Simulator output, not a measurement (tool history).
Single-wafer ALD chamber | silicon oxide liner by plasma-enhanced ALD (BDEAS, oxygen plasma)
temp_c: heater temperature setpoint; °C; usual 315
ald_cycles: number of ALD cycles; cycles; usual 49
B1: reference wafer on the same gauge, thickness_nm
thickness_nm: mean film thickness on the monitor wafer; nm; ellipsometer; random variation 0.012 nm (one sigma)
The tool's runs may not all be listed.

run 1 hour=0.0 | temp_c=308 ald_cycles=49 | B1=4.849 | thickness_nm=4.866
run 2 hour=20.2 | temp_c=308 ald_cycles=49 | B1=4.852 | thickness_nm=4.885
run 3 hour=44.7 | temp_c=315 ald_cycles=49 | B1=4.853 | thickness_nm=4.780
run 4 hour=63.3 | temp_c=315 ald_cycles=49 | B1=4.851 | thickness_nm=4.804
run 5 hour=90.2 | temp_c=315 ald_cycles=49 | B1=4.851 | thickness_nm=4.810
run 6 hour=119.0 | temp_c=315 ald_cycles=49 | B1=4.848 | thickness_nm=4.817
run 7 hour=147.8 | temp_c=315 ald_cycles=49 | B1=4.850 | thickness_nm=4.785
run 8 hour=197.3 | temp_c=315 ald_cycles=49 | B1=4.850 | thickness_nm=4.806
-- hour=205.0 gauge calibrated
run 9 hour=214.9 | temp_c=315 ald_cycles=49 | B1=4.848 | thickness_nm=4.812
-- hour=240.0 thermocouple changed; heater temperature recalibrated
run 10 hour=240.7 | temp_c=326 ald_cycles=41 | B1=4.849 | thickness_nm=3.961
run 11 hour=257.3 | temp_c=319 ald_cycles=57 | B1=4.850 | thickness_nm=5.546
run 12 hour=276.7 | temp_c=315 ald_cycles=53 | B1=4.851 | thickness_nm=5.209
run 13 hour=292.9 | temp_c=315 ald_cycles=49 | B1=4.850 | thickness_nm=4.833
run 14 hour=334.8 | temp_c=315 ald_cycles=49 | B1=4.849 | thickness_nm=4.803
run 15 hour=369.2 | temp_c=315 ald_cycles=56 | B1=4.853 | thickness_nm=5.496
run 16 hour=383.1 | temp_c=302 ald_cycles=49 | B1=4.853 | thickness_nm=4.912
run 17 hour=417.3 | temp_c=322 ald_cycles=40 | B1=4.850 | thickness_nm=3.892
run 18 hour=448.6 | temp_c=304 ald_cycles=54 | B1=4.850 | thickness_nm=5.403

The tool's hidden state at each run:
wafer temperature above the value expected at the setpoint (K): 0 in every run
gauge reads high (%): 0 in every run
